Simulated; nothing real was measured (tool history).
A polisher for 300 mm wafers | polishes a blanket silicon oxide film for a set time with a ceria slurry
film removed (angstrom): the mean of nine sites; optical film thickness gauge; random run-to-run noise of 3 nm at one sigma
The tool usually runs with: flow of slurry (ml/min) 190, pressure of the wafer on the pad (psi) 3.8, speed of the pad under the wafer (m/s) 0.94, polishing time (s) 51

run	day	flow of slurry (ml/min)	pressure of the wafer on the pad (psi)	speed of the pad under the wafer (m/s)	polishing time (s)	wafers since the last listed run	wafers polished on this pad	hours since the slurry nozzle was cleaned	hours since the head pressure was calibrated	incoming thickness of the incoming film, nm	film removed (angstrom)
1	0	190	3.8	1.16	51	0	1134	142.8	1397.8	729.1	2594
# day 0.542: worn pad replaced by a new one
2	2.212	190	3.8	0.94	51	660	538	195.9	1450.9	744.2	2276
3	2.817	190	3.8	0.94	51	195	733	210.4	1465.4	736.6	2256
4	3.325	190	3.8	0.94	51	164	897	222.6	1477.6	728.7	2175
5	3.796	205	3.8	0.94	51	151	1049	233.9	1488.9	732.6	2132
6	4.212	205	3.8	0.94	51	134	1184	243.9	1498.9	727.7	2029
# day 5.025: worn pad replaced by a new one
7	5.046	190	3.8	0.86	51	215	6	263.9	1518.9	721.1	2037
8	5.229	190	3.8	0.86	51	59	66	268.3	1523.3	731.8	2113
9	5.733	190	3.8	0.86	51	162	228	280.4	1535.4	738.2	2056
10	6.133	225	3.8	0.94	42	129	357	290	1545	733	1866
11	6.446	225	3.8	0.94	42	100	458	297.5	1552.5	739	1905
12	6.729	190	3.8	0.94	51	91	550	304.3	1559.3	716.8	2243
13	7.246	190	3.8	0.94	51	166	717	316.7	1571.7	740	2166
14	7.6	190	3.8	0.94	51	114	831	325.2	1580.2	719.9	2235
15	8.004	190	3.8	0.94	51	130	961	334.9	1589.9	729	2133
16	8.729	190	3.8	0.94	51	234	1195	352.3	1607.3	725.1	2036
# day 9.383: worn pad replaced by a new one
17	9.404	190	3.8	0.94	51	164	6	368.5	1623.5	721	2307
18	9.654	190	3.8	0.94	51	80	87	374.5	1629.5	725.5	2358
19	10.354	130	3	1.1	51	225	313	391.3	1646.3	721.9	2040
20	10.625	190	3.8	1.04	35	87	400	397.8	1652.8	731.9	1716
# day 11.2: head pressure recalibrated
21	11.317	150	2.8	1.14	34	196	596	414.4	2.8	731.5	1292
22	11.842	170	3.8	0.94	51	169	766	427	15.4	737.8	2200
# day 12.367: slurry nozzle cleaned
23	12.45	150	4.1	1.2	51	182	949	2	30	737	2882
24	12.838	190	3	1.04	51	125	1074	11.3	39.3	718.1	1855
# day 13.338: worn pad replaced by a new one
25	13.55	190	3.8	0.94	51	176	68	28.4	56.4	738.4	2279
26	14.542	190	3.8	0.94	51	320	388	52.2	80.2	727	2266
27	15.133	190	3	0.74	51	190	579	66.4	94.4	717.5	1385
28	15.721	215	2.9	0.94	44	189	769	80.5	108.5	725.3	1469
29	16.025	190	3.8	0.94	51	98	867	87.8	115.8	728.2	2181
30	16.733	190	4.9	0.94	51	228	1095	104.8	132.8	730.4	2807
# day 17.058: worn pad replaced by a new one
31	17.471	190	3.8	1.06	51	184	133	122.5	150.5	723.5	2554
32	17.75	190	2.8	0.94	51	90	223	129.2	157.2	723.6	1710
33	18.438	215	3.8	0.8	51	221	445	145.7	173.7	733	1978
34	18.804	215	3.8	0.8	51	118	564	154.5	182.5	729	1938
35	19.233	160	3.8	0.86	51	138	702	164.8	192.8	732.6	1972
36	19.879	240	3.8	0.64	67	208	911	180.3	208.3	736.8	1965
37	20.296	190	4.5	0.94	51	134	1045	190.3	218.3	729	2547

What if the next run were any one of these 3? Each begins from the tool's condition after run 37:
A	20.312	145	3.8	0.94	51	5	1051	190.7	218.7	743	?
B	20.312	230	3.8	1.14	38	5	1051	190.7	218.7	743	?
C	20.312	190	2.8	0.8	65	5	1051	190.7	218.7	743	?

run	film removed (angstrom)
A	2059
B	1946
C	1691
Had the tool no hidden state, the same runs would have come out as:
run	film removed (angstrom)
A	2255
B	2131
C	1852
